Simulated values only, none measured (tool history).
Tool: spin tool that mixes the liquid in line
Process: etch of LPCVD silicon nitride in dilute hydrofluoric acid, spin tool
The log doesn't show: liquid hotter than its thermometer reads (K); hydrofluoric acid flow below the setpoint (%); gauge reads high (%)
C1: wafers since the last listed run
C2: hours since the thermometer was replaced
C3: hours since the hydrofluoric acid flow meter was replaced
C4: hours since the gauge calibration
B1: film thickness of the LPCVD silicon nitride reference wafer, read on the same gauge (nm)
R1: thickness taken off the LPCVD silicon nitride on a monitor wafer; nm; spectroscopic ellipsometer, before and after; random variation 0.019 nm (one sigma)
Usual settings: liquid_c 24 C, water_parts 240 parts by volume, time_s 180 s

Run 1, day 0: usual settings; C1 0; C2 351.5; C3 1458.3; C4 787.6; B1 49.992. Result: R1 0.319 nm.
Run 2, day 2.792: usual settings; C1 564; C2 418.5; C3 1525.3; C4 854.6; B1 50.018. Result: R1 0.334 nm.
Run 3, day 4.188: usual settings; C1 282; C2 452; C3 1558.8; C4 888.1; B1 49.987. Result: R1 0.293 nm.
Run 4, day 6.279: usual settings; C1 422; C2 502.2; C3 1609; C4 938.3; B1 49.965. Result: R1 0.318 nm.
Run 5, day 8.471: usual settings; C1 443; C2 554.8; C3 1661.6; C4 990.9; B1 49.995. Result: R1 0.295 nm.
Run 6, day 15.196: usual settings; C1 1359; C2 716.2; C3 1823; C4 1152.3; B1 50.013. Result: R1 0.309 nm.
At day 15.633: hydrofluoric acid flow meter replaced.
Run 7, day 17.542: usual settings; C1 465; C2 772.5; C3 45.8; C4 1208.6; B1 49.991. Result: R1 0.293 nm.
At day 19.75: gauge calibrated.
Run 8, day 20.492: usual settings; C1 596; C2 843.3; C3 116.6; C4 17.8; B1 50.003. Result: R1 0.306 nm.
Run 9, day 22.879: usual settings; C1 482; C2 900.6; C3 173.9; C4 75.1; B1 49.995. Result: R1 0.301 nm.
Run 10, day 24.746: usual settings but liquid_c 19 C, water_parts 185 parts by volume, time_s 245 s; C1 377; C2 945.4; C3 218.7; C4 119.9; B1 50.001. Result: R1 0.381 nm.
Run 11, day 26.371: usual settings but liquid_c 28.5 C, time_s 220 s; C1 328; C2 984.4; C3 257.7; C4 158.9; B1 50.012. Result: R1 0.519 nm.
At day 26.683: thermometer replaced.
Run 12, day 27.517: usual settings but time_s 280 s; C1 223; C2 20; C3 285.2; C4 186.4; B1 50.035. Result: R1 0.504 nm.
Run 13, day 29.583: usual settings but water_parts 355 parts by volume; C1 417; C2 69.6; C3 334.8; C4 236; B1 49.97. Result: R1 0.2 nm.
Run 14, day 31.067: usual settings; C1 299; C2 105.2; C3 370.4; C4 271.6; B1 50.005. Result: R1 0.286 nm.
Run 15, day 32.846: usual settings; C1 359; C2 147.9; C3 413.1; C4 314.3; B1 49.981. Result: R1 0.322 nm.
Run 16, day 34.867: usual settings but liquid_c 22.5 C, water_parts 335 parts by volume, time_s 115 s; C1 408; C2 196.4; C3 461.6; C4 362.8; B1 50.003. Result: R1 0.144 nm.
Run 17, day 37.396: usual settings but water_parts 350 parts by volume; C1 511; C2 257.1; C3 522.3; C4 423.5; B1 50.008. Result: R1 0.194 nm.
Run 18, day 39: usual settings but time_s 105 s; C1 324; C2 295.6; C3 560.8; C4 462; B1 49.988. Result: R1 0.171 nm.

3 ways to go on from here, each from the tool as it stands after run 18. What would each give?
Run A, day 39.021: usual settings; C1 4; C2 296.1; C3 561.3; C4 462.5; B1 ?. Result: R1 ?.
Run B, day 39.021: usual settings but water_parts 360 parts by volume; C1 4; C2 296.1; C3 561.3; C4 462.5; B1 ?. Result: R1 ?.
Run C, day 39.021: usual settings but water_parts 205 parts by volume; C1 4; C2 296.1; C3 561.3; C4 462.5; B1 ?. Result: R1 ?.

run      B1     R1
  A  49.995   0.32
  B  49.995  0.214
  C  49.995  0.374
Without the tool's hidden state the same runs would have given:
run     R1
  A   0.32
  B  0.214
  C  0.374

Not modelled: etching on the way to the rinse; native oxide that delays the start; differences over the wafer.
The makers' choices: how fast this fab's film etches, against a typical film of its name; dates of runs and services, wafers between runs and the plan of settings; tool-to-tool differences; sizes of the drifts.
